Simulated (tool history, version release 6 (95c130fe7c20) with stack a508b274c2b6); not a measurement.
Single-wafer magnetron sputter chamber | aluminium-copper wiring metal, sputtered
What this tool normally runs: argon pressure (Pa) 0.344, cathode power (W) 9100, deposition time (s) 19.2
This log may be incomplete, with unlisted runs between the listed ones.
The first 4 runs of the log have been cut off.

| run | day | argon pressure (Pa) | cathode power (W) | deposition time (s) | read-back reference wafer on the same gauge, thickness_nm | mean film thickness on the monitor wafer (nm) |
|---|---|---|---|---|---|---|
| 5 | 3.317 | 0.344 | 9100 | 17.0 | 352.898 | 307.855 |
| 6 | 6.842 | 0.344 | 7350 | 19.2 | 353.122 | 279.134 |
| 7 | 7.888 | 0.344 | 8450 | 16.5 | 353.015 | 275.920 |
| 8 | 9.050 | 0.344 | 9100 | 19.2 | 352.953 | 344.715 |
| 9 | 10.350 | 0.344 | 9100 | 19.2 | 353.045 | 343.722 |
| 10 | 11.104 | 0.344 | 9100 | 19.2 | 352.951 | 343.556 |
|  | 12.725 | sputter target and shields replaced |
| 11 | 12.746 | 0.344 | 9100 | 19.2 | 353.023 | 347.560 |
| 12 | 13.662 | 0.344 | 9100 | 19.2 | 353.086 | 348.229 |
| 13 | 14.375 | 0.344 | 9100 | 17.3 | 352.952 | 312.160 |
|  | 15.988 | gauge calibrated |
| 14 | 17.321 | 0.344 | 9100 | 19.2 | 352.883 | 345.029 |
| 15 | 18.171 | 0.308 | 9900 | 19.2 | 353.000 | 380.517 |
| 16 | 19.371 | 0.298 | 10000 | 20.2 | 353.029 | 403.457 |
| 17 | 20.175 | 0.344 | 7500 | 19.2 | 353.056 | 282.570 |
| 18 | 21.108 | 0.344 | 9100 | 19.2 | 352.923 | 342.448 |
| 19 | 21.896 | 0.344 | 10700 | 19.2 | 353.008 | 402.863 |
| 20 | 23.038 | 0.436 | 7500 | 16.7 | 352.881 | 237.513 |
| 21 | 23.671 | 0.344 | 7250 | 19.2 | 353.029 | 271.119 |
|  | 24.075 | sputter target and shields replaced |
|  | 24.958 | magnet pack replaced |
| 22 | 24.979 | 0.472 | 9800 | 16.2 | 352.943 | 300.838 |
|  | 26.250 | capacitance manometer re-zeroed and calibrated |
| 23 | 26.271 | 0.481 | 10250 | 18.1 | 352.924 | 354.365 |
| 24 | 27.312 | 0.344 | 9100 | 19.2 | 353.001 | 348.667 |

What does the tool deliver on the next run?
| 25 | 28.425 | 0.344 | 9100 | 19.2 | ? | ? |

Run 25 produced read-back reference wafer on the same gauge, thickness_nm 352.973, mean film thickness on the monitor wafer (nm) 348.038.
Had the tool carried no hidden state, the very same run would have given mean film thickness on the monitor wafer (nm) 351.411.
